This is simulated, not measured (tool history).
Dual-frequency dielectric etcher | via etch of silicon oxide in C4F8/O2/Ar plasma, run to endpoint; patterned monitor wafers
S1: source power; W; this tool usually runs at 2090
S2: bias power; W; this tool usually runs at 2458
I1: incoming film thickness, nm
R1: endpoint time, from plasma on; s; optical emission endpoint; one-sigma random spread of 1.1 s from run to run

run     day    S1    S2     I1     R1
  1       0  2090  2458  775.3  138.7
  2   1.421  2090  2704  775.9  136.1
  3    2.75  2090  2704  772.2  134.6
  4    3.45  2320  2458  775.8  131.8
  5   4.458  2090  2458  775.6  136.6
  6   7.058  2090  2458  774.9  134.3
  7   7.783  2090  2458  784.8  137.1
  8    9.15  2410  2458  778.5    130
  9   9.842  2090  2458  779.5  136.5
 10  11.075  2090  2458  781.8  136.4
 11  11.908  2350  2830  780.1  125.6
     13.979  -- upper electrode replaced
 12      14  2090  2458  777.1  134.7
     15.138  -- wet clean of the chamber
 13  15.158  2090  2458  775.5  138.4
 14  15.588  2240  2109    792  144.3
 15  16.262  2090  2458  778.1  139.6
 16  17.408  2310  2736  782.1  130.5
     17.992  -- bias power generator calibrated
 17  18.183  2090  3070  777.8  131.2
 18  19.083  1650  2458  779.9  151.8
      19.75  -- source power generator calibrated
 19  19.983  2510  3054  777.1  122.6
 20  20.567  1890  2076    779  148.6
 21  21.725  2560  2235  778.2  130.3
 22  23.167  1740  2032    779  154.6
 23  24.371  2090  2458  775.2  138.5
 24  25.067  2090  2458    785  138.3
 25   26.55  2300  2004  778.9  136.8
 26  27.388  1620  2004  775.8  154.3
 27  28.654  2560  2458  778.7  124.5
 28  29.858  1770  1904  779.9  154.1
 29  31.067  2440  2973  776.4  121.2
 30  31.575  2090  2458  778.1  133.3
 31  36.008  2590  2241  775.5  124.2
 32  37.462  2440  2458  781.4  124.9
 33  37.979  2510  3036  776.4  117.3
     39.508  -- wet clean of the chamber
 34  39.529  2380  3056  785.4  129.8
 35  40.242  1720  2458  780.7  152.3
 36  41.058  1760  1921  773.4  157.4

Each run again, without the hidden state but with its own random variation kept:
The tool's hidden condition here consists of: etch rate over this chamber's usual, %; source power that arrives over what is set, %; bias power that arrives over what is set, %.
run     R1
  1  141.2
  2    139
  3  137.9
  4  135.2
  5  140.5
  6    139
  7  142.1
  8  135.2
  9  142.1
 10  142.4
 11  131.3
 12  141.6
 13  138.6
 14  144.7
 15  140.2
 16  131.4
 17  132.3
 18  153.5
 19  124.3
 20  150.8
 21  132.5
 22  157.8
 23  141.7
 24  141.8
 25  140.7
 26    159
 27  128.7
 28  159.7
 29    126
 30  138.7
 31  130.6
 32  131.7
 33  123.9
 34  129.2
 35  151.8
 36  157.2
